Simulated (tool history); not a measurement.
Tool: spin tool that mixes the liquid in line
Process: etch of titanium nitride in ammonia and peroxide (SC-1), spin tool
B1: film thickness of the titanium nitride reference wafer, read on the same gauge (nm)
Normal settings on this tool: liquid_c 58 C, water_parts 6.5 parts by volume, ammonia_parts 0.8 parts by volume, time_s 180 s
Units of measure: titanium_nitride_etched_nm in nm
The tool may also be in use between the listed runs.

run 1 hour=0 | liquid_c=58 water_parts=6.5 ammonia_parts=0.8 time_s=180 | B1=120.01 | titanium_nitride_etched_nm=12.36
run 2 hour=8.2 | liquid_c=58 water_parts=6.5 ammonia_parts=0.45 time_s=180 | B1=120 | titanium_nitride_etched_nm=11.31
run 3 hour=21.8 | liquid_c=58 water_parts=6.5 ammonia_parts=1 time_s=180 | B1=120.01 | titanium_nitride_etched_nm=12.76
-- hour=26.1 thermometer replaced
run 4 hour=34.3 | liquid_c=61 water_parts=6.5 ammonia_parts=0.55 time_s=180 | B1=120 | titanium_nitride_etched_nm=16.67
run 5 hour=51.3 | liquid_c=58 water_parts=5 ammonia_parts=0.45 time_s=145 | B1=119.99 | titanium_nitride_etched_nm=12.06
-- hour=67.6 ammonia flow meter replaced
run 6 hour=71.2 | liquid_c=58 water_parts=6.5 ammonia_parts=0.8 time_s=240 | B1=120.01 | titanium_nitride_etched_nm=19.35
run 7 hour=83.2 | liquid_c=53 water_parts=6.5 ammonia_parts=1 time_s=260 | B1=120 | titanium_nitride_etched_nm=15.31
run 8 hour=101 | liquid_c=58 water_parts=6.5 ammonia_parts=0.5 time_s=80 | B1=120 | titanium_nitride_etched_nm=5.94
run 9 hour=116.5 | liquid_c=58 water_parts=8.5 ammonia_parts=0.5 time_s=90 | B1=120.02 | titanium_nitride_etched_nm=5.86
run 10 hour=130.1 | liquid_c=64.5 water_parts=6.5 ammonia_parts=0.8 time_s=180 | B1=119.98 | titanium_nitride_etched_nm=21.89
run 11 hour=144.9 | liquid_c=58 water_parts=9.5 ammonia_parts=1.1 time_s=180 | B1=120.01 | titanium_nitride_etched_nm=12.5
-- hour=162.9 gauge calibrated
-- hour=182.5 new drum of ammonia solution connected
run 12 hour=190.8 | liquid_c=58 water_parts=5 ammonia_parts=0.8 time_s=145 | B1=120.01 | titanium_nitride_etched_nm=12.85
run 13 hour=199.4 | liquid_c=52.5 water_parts=6.5 ammonia_parts=0.8 time_s=260 | B1=120 | titanium_nitride_etched_nm=14.2
run 14 hour=216.4 | liquid_c=58 water_parts=6.5 ammonia_parts=0.8 time_s=180 | B1=120.03 | titanium_nitride_etched_nm=14.12
run 15 hour=223.1 | liquid_c=58 water_parts=6.5 ammonia_parts=0.8 time_s=180 | B1=120.02 | titanium_nitride_etched_nm=14.21
run 16 hour=237.1 | liquid_c=58 water_parts=9 ammonia_parts=0.8 time_s=180 | B1=120.03 | titanium_nitride_etched_nm=12.06
run 17 hour=248.9 | liquid_c=58 water_parts=6.5 ammonia_parts=0.5 time_s=180 | B1=120 | titanium_nitride_etched_nm=13.16
run 18 hour=255.3 | liquid_c=58 water_parts=6.5 ammonia_parts=0.45 time_s=180 | B1=120 | titanium_nitride_etched_nm=12.9
run 19 hour=267.2 | liquid_c=50 water_parts=5 ammonia_parts=0.8 time_s=180 | B1=120.01 | titanium_nitride_etched_nm=9.2
run 20 hour=299.1 | liquid_c=58 water_parts=6.5 ammonia_parts=0.8 time_s=180 | B1=119.99 | titanium_nitride_etched_nm=13.95
run 21 hour=311.4 | liquid_c=58 water_parts=6.5 ammonia_parts=0.8 time_s=180 | B1=120 | titanium_nitride_etched_nm=14.05
run 22 hour=320.5 | liquid_c=50 water_parts=6.5 ammonia_parts=0.8 time_s=180 | B1=120.01 | titanium_nitride_etched_nm=8.11
run 23 hour=335.8 | liquid_c=58 water_parts=6.5 ammonia_parts=0.8 time_s=180 | B1=120 | titanium_nitride_etched_nm=13.94

Predict each of these 5 candidate next runs independently; none follows another, all start after run 23:
run A hour=336.3 | liquid_c=58 water_parts=6.5 ammonia_parts=0.8 time_s=255 | B1=? | titanium_nitride_etched_nm=?
run B hour=336.3 | liquid_c=58 water_parts=6.5 ammonia_parts=0.8 time_s=150 | B1=? | titanium_nitride_etched_nm=?
run C hour=336.3 | liquid_c=67 water_parts=8.5 ammonia_parts=0.55 time_s=225 | B1=? | titanium_nitride_etched_nm=?
run D hour=336.3 | liquid_c=58 water_parts=5 ammonia_parts=0.5 time_s=210 | B1=? | titanium_nitride_etched_nm=?
run E hour=336.3 | liquid_c=62 water_parts=6.5 ammonia_parts=0.8 time_s=180 | B1=? | titanium_nitride_etched_nm=?

run=A B1=120.01 titanium_nitride_etched_nm=19.78
run=B B1=120.01 titanium_nitride_etched_nm=11.63
run=C B1=120.01 titanium_nitride_etched_nm=25.89
run=D B1=120.01 titanium_nitride_etched_nm=17.17
run=E B1=120.01 titanium_nitride_etched_nm=18.17
With the hidden condition removed and each run's random variation left untouched, the same runs would have given:
run=A titanium_nitride_etched_nm=20.87
run=B titanium_nitride_etched_nm=12.28
run=C titanium_nitride_etched_nm=27.24
run=D titanium_nitride_etched_nm=18.12
run=E titanium_nitride_etched_nm=19.15
